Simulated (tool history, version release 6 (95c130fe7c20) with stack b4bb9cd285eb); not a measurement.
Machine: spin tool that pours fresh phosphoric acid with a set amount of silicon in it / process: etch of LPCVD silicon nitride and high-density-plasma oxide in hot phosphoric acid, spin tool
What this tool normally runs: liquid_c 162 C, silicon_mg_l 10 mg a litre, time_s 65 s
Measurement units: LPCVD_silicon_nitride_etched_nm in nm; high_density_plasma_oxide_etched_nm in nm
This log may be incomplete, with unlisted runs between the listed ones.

run     day  liquid_c  silicon_mg_l  time_s  read-back film thickness of the LPCVD silicon nitride reference wafer, read on the same gauge (nm)  read-back film thickness of the high-density-plasma oxide reference wafer, read on the same gauge (nm)  LPCVD_silicon_nitride_etched_nm  high_density_plasma_oxide_etched_nm
  1       0       162            12      90                                                                                               60.01                                                                                                 119.992                             7.67                                0.319
  2   1.858       160          12.5      50                                                                                               59.99                                                                                                 119.992                             3.99                                0.175
  3   4.646       160          14.5      50                                                                                               59.99                                                                                                 120.002                                4                                0.165
  4   5.962       162            10      65                                                                                               60.01                                                                                                 120.008                             5.51                                0.242
  5   7.388       162            10      65                                                                                               60.02                                                                                                 119.995                             5.54                                0.241
  6   9.129       160          12.5      50                                                                                                  60                                                                                                 120.029                             3.96                                0.166
  7  11.088       162          12.5      95                                                                                               60.02                                                                                                 120.006                             8.04                                0.357
  8  12.892     164.5            10      65                                                                                               59.99                                                                                                 119.979                             6.02                                0.299
  9  14.154       164            17      55                                                                                               59.98                                                                                                 119.995                             5.79                                0.303
 10  15.479     163.5            10      65                                                                                               60.01                                                                                                 119.998                              6.7                                0.413
 11  21.462     160.5             4      65                                                                                               60.02                                                                                                 119.991                             6.06                                0.378
 12  22.783       162            10      65                                                                                               60.02                                                                                                 120.015                             6.32                                0.374
 13  24.567       161             7      65                                                                                               60.01                                                                                                 120.005                             6.14                                0.316
 14  26.988       162            10      25                                                                                               60.04                                                                                                 120.001                             2.46                                0.135
 15  29.212       162            10      65                                                                                               59.98                                                                                                  120.01                             6.35                                0.357
 16  30.308       165            10      65                                                                                                  60                                                                                                 119.984                             6.92                                0.458
 17  36.158       164          17.5     100                                                                                               60.02                                                                                                 120.006                            10.25                                0.475
 18  38.158     159.5          14.5     100                                                                                                  60                                                                                                 119.999                             8.82                                0.419
 19  39.275       162            10      65                                                                                               60.02                                                                                                 119.978                             6.33                                0.369
 20  40.692       162            10      65                                                                                               60.02                                                                                                 119.991                             6.28                                0.347

Put back what was entered between runs (3 entries, withheld): which listed runs does each sit between, and how does the hidden state differ from the listed run before to the listed run after?
Logged between run 2 and run 3: thermometer replaced (day 2.238)
  temperature lost on the way to the wafer (K): 4.51 -> 4.58
  measured less the result without the state, LPCVD_silicon_nitride_etched_nm: -0.66 -> -0.67 nm; high_density_plasma_oxide_etched_nm: -0.071 -> -0.068 nm
Logged between run 8 and run 9: heated supply line repaired (day 13.421)
  temperature lost on the way to the wafer (K): 4.8 -> 0.215
  measured less the result without the state, LPCVD_silicon_nitride_etched_nm: -1.05 -> -0.04 nm; high_density_plasma_oxide_etched_nm: -0.126 -> -0.004 nm
Logged between run 11 and run 12: gauge calibrated (day 22.567)
  temperature lost on the way to the wafer (K): 0.406 -> 0.441
  measured less the result without the state, LPCVD_silicon_nitride_etched_nm: -0.08 -> -0.1 nm; high_density_plasma_oxide_etched_nm: -0.011 -> -0.012 nm

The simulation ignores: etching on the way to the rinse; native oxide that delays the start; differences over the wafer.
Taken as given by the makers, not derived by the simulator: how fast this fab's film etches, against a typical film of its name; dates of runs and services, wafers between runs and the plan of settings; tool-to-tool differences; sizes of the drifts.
